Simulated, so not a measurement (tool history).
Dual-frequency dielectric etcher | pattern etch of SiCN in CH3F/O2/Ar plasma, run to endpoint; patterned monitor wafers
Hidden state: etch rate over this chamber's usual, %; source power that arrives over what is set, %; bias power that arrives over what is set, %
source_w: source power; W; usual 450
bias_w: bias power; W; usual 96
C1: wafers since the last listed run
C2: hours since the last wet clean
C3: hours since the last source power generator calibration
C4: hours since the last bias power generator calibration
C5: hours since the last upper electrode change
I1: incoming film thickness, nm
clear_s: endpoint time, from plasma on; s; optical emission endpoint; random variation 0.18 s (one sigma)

Run 1, hour 0.0: usual settings; C1 0; C2 291.7; C3 2286.3; C4 3543.5; C5 2420.5; I1 13.33. Result: clear_s 31.3 s.
Run 2, hour 49.2: usual settings; C1 537; C2 340.9; C3 2335.5; C4 3592.7; C5 2469.7; I1 13.54. Result: clear_s 31.8 s.
Run 3, hour 132.8: usual settings; C1 913; C2 424.5; C3 2419.1; C4 3676.3; C5 2553.3; I1 13.43. Result: clear_s 31.5 s.
Run 4, hour 198.8: usual settings; C1 720; C2 490.5; C3 2485.1; C4 3742.3; C5 2619.3; I1 13.49. Result: clear_s 31.9 s.
Run 5, hour 264.6: usual settings but source_w 380 W; C1 718; C2 556.3; C3 2550.9; C4 3808.1; C5 2685.1; I1 13.49. Result: clear_s 33.7 s.
Run 6, hour 300.8: usual settings; C1 395; C2 592.5; C3 2587.1; C4 3844.3; C5 2721.3; I1 13.54. Result: clear_s 31.9 s.
At hour 376.6: wet clean of the chamber.
Run 7, hour 377.1: usual settings but bias_w 112 W; C1 571; C2 0.5; C3 2663.4; C4 3920.6; C5 2797.6; I1 13.49. Result: clear_s 29.7 s.
At hour 423.8: source power generator calibrated.
Run 8, hour 462.3: usual settings but bias_w 112 W; C1 886; C2 85.7; C3 38.5; C4 4005.8; C5 2882.8; I1 13.51. Result: clear_s 30.2 s.
At hour 496.6: upper electrode replaced.
Run 9, hour 509.6: usual settings but bias_w 78 W; C1 254; C2 133.0; C3 85.8; C4 4053.1; C5 13.0; I1 13.52. Result: clear_s 35.0 s.
Run 10, hour 580.0: usual settings but source_w 420 W; C1 768; C2 203.4; C3 156.2; C4 4123.5; C5 83.4; I1 13.47. Result: clear_s 33.0 s.
Run 11, hour 667.3: usual settings; C1 953; C2 290.7; C3 243.5; C4 4210.8; C5 170.7; I1 13.36. Result: clear_s 31.7 s.
Run 12, hour 759.1: usual settings; C1 1002; C2 382.5; C3 335.3; C4 4302.6; C5 262.5; I1 13.57. Result: clear_s 32.2 s.
Run 13, hour 851.5: usual settings but source_w 390 W, bias_w 107 W; C1 1009; C2 474.9; C3 427.7; C4 4395.0; C5 354.9; I1 13.51. Result: clear_s 32.5 s.
Run 14, hour 899.2: usual settings; C1 520; C2 522.6; C3 475.4; C4 4442.7; C5 402.6; I1 13.50. Result: clear_s 32.1 s.
Run 15, hour 962.0: usual settings; C1 685; C2 585.4; C3 538.2; C4 4505.5; C5 465.4; I1 13.48. Result: clear_s 31.8 s.
At hour 1028.8: wet clean of the chamber.
Run 16, hour 1037.2: usual settings but source_w 420 W, bias_w 87 W; C1 559; C2 8.4; C3 613.4; C4 4580.7; C5 540.6; I1 13.71. Result: clear_s 34.5 s.
Run 17, hour 1102.6: usual settings but source_w 360 W; C1 714; C2 73.8; C3 678.8; C4 4646.1; C5 606.0; I1 13.39. Result: clear_s 35.0 s.
At hour 1149.5: source power generator calibrated, repeated, since the last time left the tool worse.
Run 18, hour 1183.4: usual settings but bias_w 82 W; C1 838; C2 154.6; C3 33.9; C4 4726.9; C5 686.8; I1 13.45. Result: clear_s 33.3 s.
At hour 1248.3: bias power generator calibrated.
Run 19, hour 1289.4: usual settings; C1 1114; C2 260.6; C3 139.9; C4 41.1; C5 792.8; I1 13.48. Result: clear_s 31.2 s.
Run 20, hour 1326.7: usual settings; C1 407; C2 297.9; C3 177.2; C4 78.4; C5 830.1; I1 13.55. Result: clear_s 31.6 s.
Run 21, hour 1404.5: usual settings but source_w 390 W; C1 849; C2 375.7; C3 255.0; C4 156.2; C5 907.9; I1 13.56. Result: clear_s 33.6 s.
Run 22, hour 1505.4: usual settings but source_w 530 W, bias_w 116 W; C1 1102; C2 476.6; C3 355.9; C4 257.1; C5 1008.8; I1 13.52. Result: clear_s 27.6 s.
At hour 1615.7: wet clean of the chamber.
Run 23, hour 1616.2: usual settings but source_w 380 W, bias_w 120 W; C1 948; C2 0.5; C3 466.7; C4 367.9; C5 1119.6; I1 13.54. Result: clear_s 30.7 s.
Run 24, hour 1662.7: usual settings but bias_w 103 W; C1 507; C2 47.0; C3 513.2; C4 414.4; C5 1166.1; I1 13.46. Result: clear_s 30.6 s.
Run 25, hour 1714.6: usual settings but source_w 360 W, bias_w 82 W; C1 566; C2 98.9; C3 565.1; C4 466.3; C5 1218.0; I1 13.53. Result: clear_s 36.9 s.
Run 26, hour 1773.8: usual settings but source_w 400 W, bias_w 112 W; C1 646; C2 158.1; C3 624.3; C4 525.5; C5 1277.2; I1 13.38. Result: clear_s 30.9 s.
Run 27, hour 1822.4: usual settings but source_w 530 W; C1 530; C2 206.7; C3 672.9; C4 574.1; C5 1325.8; I1 13.41. Result: clear_s 29.5 s.
Run 28, hour 1894.6: usual settings; C1 788; C2 278.9; C3 745.1; C4 646.3; C5 1398.0; I1 13.57. Result: clear_s 31.8 s.
Run 29, hour 1952.1: usual settings but source_w 480 W, bias_w 85 W; C1 628; C2 336.4; C3 802.6; C4 703.8; C5 1455.5; I1 13.47. Result: clear_s 32.3 s.
Run 30, hour 2026.7: usual settings; C1 814; C2 411.0; C3 877.2; C4 778.4; C5 1530.1; I1 13.48. Result: clear_s 31.8 s.
Run 31, hour 2064.9: usual settings but source_w 350 W, bias_w 112 W; C1 417; C2 449.2; C3 915.4; C4 816.6; C5 1568.3; I1 13.41. Result: clear_s 32.9 s.
Run 32, hour 2102.4: usual settings; C1 409; C2 486.7; C3 952.9; C4 854.1; C5 1605.8; I1 13.51. Result: clear_s 31.6 s.
Run 33, hour 2190.6: usual settings but source_w 410 W, bias_w 87 W; C1 963; C2 574.9; C3 1041.1; C4 942.3; C5 1694.0; I1 13.72. Result: clear_s 34.6 s.
Run 34, hour 2233.5: usual settings; C1 468; C2 617.8; C3 1084.0; C4 985.2; C5 1736.9; I1 13.42. Result: clear_s 31.5 s.
At hour 2274.0: wet clean of the chamber.
Run 35, hour 2284.8: usual settings; C1 298; C2 10.8; C3 1135.3; C4 1036.5; C5 1788.2; I1 13.65. Result: clear_s 32.1 s.
Run 36, hour 2341.4: usual settings but source_w 390 W, bias_w 107 W; C1 618; C2 67.4; C3 1191.9; C4 1093.1; C5 1844.8; I1 13.42. Result: clear_s 31.9 s.

What the log doesn't show, run by run:
etch rate over this chamber's usual, %: 0 in every run
bias power that arrives over what is set, %: 0 in every run
H1: source power that arrives over what is set, %
run      H1
  1   -2.79
  2    -2.8
  3   -2.82
  4   -2.83
  5   -2.85
  6   -2.85
  7   -2.87
  8   -4.74
  9   -4.92
 10   -5.16
 11   -5.43
 12   -5.68
 13   -5.91
 14   -6.02
 15   -6.16
 16   -6.31
 17   -6.43
 18  0.0325
 19  -0.343
 20  -0.464
 21    -0.7
 22  -0.976
 23   -1.24
 24   -1.34
 25   -1.45
 26   -1.57
 27   -1.65
 28   -1.78
 29   -1.87
 30   -1.97
 31   -2.03
 32   -2.07
 33   -2.18
 34   -2.23
 35   -2.28
 36   -2.34
